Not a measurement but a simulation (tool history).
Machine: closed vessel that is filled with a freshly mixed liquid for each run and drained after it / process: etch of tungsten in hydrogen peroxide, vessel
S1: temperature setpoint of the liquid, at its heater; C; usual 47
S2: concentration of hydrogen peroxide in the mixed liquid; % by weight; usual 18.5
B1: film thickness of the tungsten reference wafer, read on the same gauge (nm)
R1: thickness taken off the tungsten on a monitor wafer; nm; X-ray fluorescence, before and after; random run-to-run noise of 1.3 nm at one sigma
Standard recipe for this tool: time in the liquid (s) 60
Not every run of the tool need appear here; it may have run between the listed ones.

Run 1, day 0: usual settings but S1 49.5 C; B1 130.01. Result: R1 147.09 nm.
Run 2, day 4.25: usual settings but S1 49.5 C; B1 130. Result: R1 146.86 nm.
At day 5.088: peroxide flow meter replaced.
Run 3, day 8.717: usual settings but S1 49.5 C; B1 130. Result: R1 145.3 nm.
Run 4, day 10.283: usual settings; B1 130.03. Result: R1 123.23 nm.
Run 5, day 13.392: usual settings; B1 130. Result: R1 124.75 nm.
Run 6, day 17.554: usual settings; B1 129.99. Result: R1 124.55 nm.
Run 7, day 21.717: usual settings; B1 130.01. Result: R1 123.28 nm.
At day 25.162: new drum of peroxide connected.
Run 8, day 25.375: usual settings; B1 129.97. Result: R1 127.18 nm.
Run 9, day 29.254: usual settings but S1 50.5 C, time in the liquid (s) 85; B1 129.99. Result: R1 228.28 nm.
Run 10, day 33.175: usual settings but S1 50.5 C, time in the liquid (s) 85; B1 130.03. Result: R1 222.46 nm.
At day 33.725: gauge calibrated.
Run 11, day 35.012: usual settings but S1 50.5 C, time in the liquid (s) 85; B1 129.97. Result: R1 223.21 nm.
Run 12, day 39.217: usual settings but S1 41.5 C, time in the liquid (s) 75; B1 130.01. Result: R1 111.58 nm.
Run 13, day 41.467: usual settings but S1 41.5 C, time in the liquid (s) 75; B1 130. Result: R1 110.86 nm.
Run 14, day 44.808: usual settings but S1 50 C, time in the liquid (s) 30; B1 130. Result: R1 76.38 nm.
Run 15, day 47.217: usual settings; B1 130.02. Result: R1 124.35 nm.
Run 16, day 50.658: usual settings but S1 52 C, time in the liquid (s) 50; B1 130. Result: R1 141.78 nm.
Run 17, day 53.329: usual settings; B1 129.97. Result: R1 125.58 nm.
Run 18, day 57.033: usual settings but S2 16.5 % by weight; B1 129.99. Result: R1 118.06 nm.
Run 19, day 60.25: usual settings; B1 130.01. Result: R1 124.98 nm.
At day 61.55: thermometer replaced.
Run 20, day 63.508: usual settings; B1 130. Result: R1 124.62 nm.
Run 21, day 65.583: usual settings but S1 51.5 C, time in the liquid (s) 90; B1 129.98. Result: R1 242.99 nm.
Run 22, day 68.917: usual settings but S2 13.5 % by weight; B1 130. Result: R1 106.67 nm.
Run 23, day 70.988: usual settings but S1 39.5 C, S2 20.5 % by weight, time in the liquid (s) 35; B1 129.99. Result: R1 47.48 nm.
At day 73.267: peroxide flow meter replaced.
At day 74.496: new drum of peroxide connected.
Run 24, day 75.321: usual settings; B1 130.02. Result: R1 126.76 nm.
Run 25, day 77.954: usual settings but time in the liquid (s) 30; B1 130. Result: R1 64.3 nm.
Run 26, day 80.138: usual settings but S1 44 C, S2 23 % by weight, time in the liquid (s) 50; B1 130. Result: R1 98.43 nm.
Run 27, day 83.646: usual settings but S1 39.5 C, S2 17 % by weight; B1 130. Result: R1 77.06 nm.
Run 28, day 86.912: usual settings; B1 130. Result: R1 124.37 nm.
At day 87.883: gauge calibrated.
Run 29, day 90.325: usual settings but time in the liquid (s) 70; B1 129.99. Result: R1 144.46 nm.
Run 30, day 99.375: usual settings but S1 54 C, time in the liquid (s) 40; B1 129.97. Result: R1 130.05 nm.
Run 31, day 103.008: usual settings but S1 44 C, S2 23 % by weight, time in the liquid (s) 50; B1 130.02. Result: R1 97.15 nm.

Below, some changes in R1 between adjacent runs. For each, the amount present without the hidden state too (settings, incoming material, random variation) and the amount remaining for the hidden state with gauge scatter not shared by both compared results:
What the log doesn't record here: liquid colder than its thermometer reads (K); peroxide flow above the setpoint (%); peroxide weaker than its label (%); gauge reads high (%).
Run 7 -> 8: new drum of peroxide connected. R1 +3.9 nm: hidden state +4.47, all else -0.57.
Run 11 -> 12: S1 50.5 -> 41.5, time in the liquid (s) 85 -> 75. R1 -111.63 nm: hidden state +0.53, all else -112.16.
Run 20 -> 21: S1 47 -> 51.5, time in the liquid (s) 60 -> 90. R1 +118.37 nm: hidden state -3.96, all else +122.33.
Run 21 -> 22: S1 51.5 -> 47, S2 18.5 -> 13.5, time in the liquid (s) 90 -> 60. R1 -136.32 nm: hidden state +4.03, all else -140.35.
